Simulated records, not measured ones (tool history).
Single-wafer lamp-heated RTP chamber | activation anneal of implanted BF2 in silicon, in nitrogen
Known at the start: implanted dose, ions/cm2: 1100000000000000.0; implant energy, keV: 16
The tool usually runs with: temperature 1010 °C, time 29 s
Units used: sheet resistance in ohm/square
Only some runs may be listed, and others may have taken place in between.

run    hour  temperature  time  wafers since the last listed run  wafers since the last pyrometer calibration  wafers since the reflector plate was cleaned  hours since the gauge calibration  read-back reference wafer on the same gauge, sheet resistance  sheet resistance
  1       0         1010    29                                 0                                          411                                          9258                             2129.2                                                         181.82            157.82
  2    34.7         1010    29                               329                                          740                                          9587                             2163.9                                                         181.43             157.3
  3    87.4         1020    29                               499                                         1240                                         10086                             2216.6                                                         181.07            146.98
  4   151.4         1020    29                               606                                         1847                                         10693                             2280.6                                                         180.59            146.42
  5   204.2         1010    29                               500                                         2347                                         11194                             2333.4                                                         180.91             156.8
  6     238         1010    29                               320                                         2668                                         11514                             2367.2                                                         181.05            156.46
  7   279.3         1010    29                               391                                         3059                                         11906                             2408.5                                                         181.03            156.15
  8     310         1010    29                               291                                         3350                                         12197                             2439.2                                                         180.54            156.83
      346.8  -- reflector plate cleaned
  9   352.7         1010    29                               329                                         3679                                            55                             2481.9                                                          180.7            156.38
 10   377.3          990    19                               233                                         3913                                           288                             2506.5                                                         180.55            201.57
 11   409.2          990    19                               302                                         4215                                           591                             2538.4                                                         180.66             200.9
 12   449.8          990    19                               384                                         4600                                           976                               2579                                                         180.07            198.96
 13   511.3         1018    29                               583                                         5183                                          1559                             2640.5                                                         180.17            147.29
 14   562.7         1018    29                               487                                         5671                                          2046                             2691.9                                                         179.75            145.98
      563.8  -- gauge calibrated
 15   592.6         1035    41                               283                                         5954                                          2330                               28.8                                                         185.25             130.7
 16   642.3          984    39                               471                                         6425                                          2801                               78.5                                                         185.37            190.39
 17   705.3         1018    24                               597                                         7023                                          3399                              141.5                                                         185.63             157.1
      737.3  -- pyrometer window cleaned and pyrometer calibrated
 18     760         1010    29                               442                                          215                                          3841                              196.2                                                         185.39            161.02
 19   794.1         1010    41                               323                                          538                                          4165                              230.3                                                         185.18            150.96
 20   831.7         1010    29                               356                                          894                                          4521                              267.9                                                         185.05            160.53
 21   857.8         1020    29                               247                                         1142                                          4769                                294                                                         185.03            150.41
 22   928.7         1026    29                               672                                         1814                                          5441                              364.9                                                         185.53            145.32
 23   973.7         1010    29                               426                                         2241                                          5868                              409.9                                                         184.94            159.07
 24  1041.1          990    29                               639                                         2880                                          6507                              477.3                                                         185.59            189.59
 25  1091.7         1010    29                               479                                         3360                                          6986                              527.9                                                         185.57            160.67
 26  1128.4         1030    29                               347                                         3708                                          7334                              564.6                                                         185.48            141.29
 27  1177.1          991    16                               461                                         4169                                          7796                              613.3                                                         184.54            209.08
 28  1372.6         1040    44                              1853                                         6023                                          9650                              808.8                                                         185.01            126.93
 29  1415.6          985    38                               407                                         6431                                         10058                              851.8                                                          185.1            188.35
 30  1480.5         1010    40                               615                                         7046                                         10673                              916.7                                                         184.47            150.84
     1535.3  -- reflector plate cleaned
 31  1538.9         1010    29                               477                                         7524                                            34                              975.1                                                         184.99            159.69
 32    1567         1010    21                               266                                         7791                                           300                             1003.2                                                         184.34             170.7
 33  1600.9         1019    36                               321                                         8112                                           621                             1037.1                                                          184.6            143.37
 34  1656.3          986    13                               525                                         8637                                          1147                             1092.5                                                         184.41            222.65
 35  1711.1         1010    22                               519                                         9157                                          1666                             1147.3                                                         184.29            168.72
     1726.8  -- pyrometer window cleaned and pyrometer calibrated
 36  1749.4         1032    19                               287                                          214                                          1954                             1185.6                                                         184.62            150.07
 37  1802.8          996    29                               506                                          720                                          2460                               1239                                                         183.99            179.03

What was the tool's hidden state at every run in the log?
true wafer temperature minus pyrometer reading, K: 0 across all the runs
wafer temperature error from the tarnished reflector plate, K: 0 across all the runs
H1: gauge reads high (%)
run       H1
  1    -1.83
  2    -1.88
  3    -1.96
  4    -2.07
  5    -2.15
  6    -2.21
  7    -2.28
  8    -2.33
  9    -2.41
 10    -2.45
 11    -2.51
 12    -2.59
 13     -2.7
 14     -2.8
 15    0.149
 16    0.147
 17    0.142
 18    0.135
 19     0.13
 20    0.123
 21    0.118
 22    0.101
 23   0.0887
 24   0.0673
 25   0.0491
 26   0.0348
 27   0.0142
 28  -0.0852
 29   -0.111
 30   -0.152
 31   -0.191
 32   -0.211
 33   -0.236
 34   -0.278
 35   -0.322
 36   -0.354
 37     -0.4
